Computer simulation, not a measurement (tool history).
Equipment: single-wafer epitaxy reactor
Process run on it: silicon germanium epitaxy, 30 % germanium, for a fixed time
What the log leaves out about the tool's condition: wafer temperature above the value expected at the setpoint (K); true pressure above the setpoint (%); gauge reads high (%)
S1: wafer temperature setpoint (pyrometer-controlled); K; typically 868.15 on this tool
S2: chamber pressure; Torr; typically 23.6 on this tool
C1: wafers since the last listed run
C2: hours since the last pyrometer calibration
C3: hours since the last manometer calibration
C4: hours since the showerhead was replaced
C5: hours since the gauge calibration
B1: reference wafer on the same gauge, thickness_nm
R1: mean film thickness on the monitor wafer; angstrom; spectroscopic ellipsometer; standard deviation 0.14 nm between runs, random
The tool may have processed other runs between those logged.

run 1 hour=0 | S1=868.15 S2=23.6 | C1=0 C2=2808.5 C3=912.8 C4=7626.8 C5=256.7 | B1=50.621 | R1=620.4
run 2 hour=31.1 | S1=868.15 S2=23.6 | C1=506 C2=2839.6 C3=943.9 C4=7657.9 C5=287.8 | B1=50.595 | R1=623.07
run 3 hour=45.9 | S1=868.15 S2=23.6 | C1=241 C2=2854.4 C3=958.7 C4=7672.7 C5=302.6 | B1=50.593 | R1=620.04
run 4 hour=81.1 | S1=868.15 S2=23.6 | C1=573 C2=2889.6 C3=993.9 C4=7707.9 C5=337.8 | B1=50.61 | R1=618.04
run 5 hour=110.3 | S1=868.15 S2=23.6 | C1=475 C2=2918.8 C3=1023.1 C4=7737.1 C5=367 | B1=50.632 | R1=617.69
run 6 hour=127.2 | S1=868.15 S2=23.6 | C1=275 C2=2935.7 C3=1040 C4=7754 C5=383.9 | B1=50.594 | R1=620.8
run 7 hour=145.2 | S1=868.15 S2=25.7 | C1=293 C2=2953.7 C3=1058 C4=7772 C5=401.9 | B1=50.559 | R1=653.1
run 8 hour=158.1 | S1=868.15 S2=25.7 | C1=210 C2=2966.6 C3=1070.9 C4=7784.9 C5=414.8 | B1=50.613 | R1=654.47
-- hour=182.1 capacitance manometer re-zeroed and calibrated
run 9 hour=182.6 | S1=868.15 S2=23.6 | C1=268 C2=2991.1 C3=0.5 C4=7809.4 C5=439.3 | B1=50.601 | R1=618.62
-- hour=212.8 gauge calibrated
run 10 hour=215.4 | S1=877.15 S2=21.9 | C1=534 C2=3023.9 C3=33.3 C4=7842.2 C5=2.6 | B1=50.601 | R1=681.53
run 11 hour=241.2 | S1=877.15 S2=21.9 | C1=420 C2=3049.7 C3=59.1 C4=7868 C5=28.4 | B1=50.557 | R1=679.72
run 12 hour=255.9 | S1=877.15 S2=21.9 | C1=239 C2=3064.4 C3=73.8 C4=7882.7 C5=43.1 | B1=50.577 | R1=682.97
run 13 hour=275.2 | S1=868.15 S2=23.6 | C1=314 C2=3083.7 C3=93.1 C4=7902 C5=62.4 | B1=50.633 | R1=620.5
run 14 hour=297.9 | S1=868.15 S2=23.6 | C1=369 C2=3106.4 C3=115.8 C4=7924.7 C5=85.1 | B1=50.529 | R1=618.01
run 15 hour=317.6 | S1=876.15 S2=25.7 | C1=320 C2=3126.1 C3=135.5 C4=7944.4 C5=104.8 | B1=50.576 | R1=746.78
run 16 hour=329.8 | S1=882.15 S2=18.6 | C1=198 C2=3138.3 C3=147.7 C4=7956.6 C5=117 | B1=50.619 | R1=647.96
-- hour=341.8 pyrometer calibrated
-- hour=369.4 showerhead replaced
run 17 hour=369.9 | S1=859.15 S2=19.3 | C1=392 C2=28.1 C3=187.8 C4=0.5 C5=157.1 | B1=50.633 | R1=460.93
run 18 hour=378.4 | S1=868.15 S2=23.6 | C1=138 C2=36.6 C3=196.3 C4=9 C5=165.6 | B1=50.607 | R1=615.98
run 19 hour=398.1 | S1=864.15 S2=27.5 | C1=320 C2=56.3 C3=216 C4=28.7 C5=185.3 | B1=50.578 | R1=641.41
run 20 hour=412.6 | S1=868.15 S2=23.6 | C1=236 C2=70.8 C3=230.5 C4=43.2 C5=199.8 | B1=50.529 | R1=619.18
run 21 hour=437.5 | S1=882.15 S2=25.9 | C1=405 C2=95.7 C3=255.4 C4=68.1 C5=224.7 | B1=50.642 | R1=823.89
run 22 hour=458.7 | S1=868.15 S2=27.3 | C1=345 C2=116.9 C3=276.6 C4=89.3 C5=245.9 | B1=50.665 | R1=680.6
run 23 hour=494.6 | S1=872.15 S2=28.9 | C1=584 C2=152.8 C3=312.5 C4=125.2 C5=281.8 | B1=50.563 | R1=751.16
run 24 hour=520.7 | S1=881.15 S2=23.6 | C1=425 C2=178.9 C3=338.6 C4=151.3 C5=307.9 | B1=50.627 | R1=763.78
run 25 hour=543.4 | S1=868.15 S2=23.6 | C1=369 C2=201.6 C3=361.3 C4=174 C5=330.6 | B1=50.603 | R1=617.97

Hidden condition of the tool, last listed run before each entry between runs versus first listed run after:
Runs 8 to 9: capacitance manometer re-zeroed and calibrated (hour 182.1)
  no difference in the tool's unlogged condition between these two runs
Runs 9 to 10: gauge calibrated (hour 212.8)
  no difference in the tool's unlogged condition between these two runs
Runs 16 to 17: pyrometer calibrated (hour 341.8); showerhead replaced (hour 369.4)
  no difference in the tool's unlogged condition between these two runs
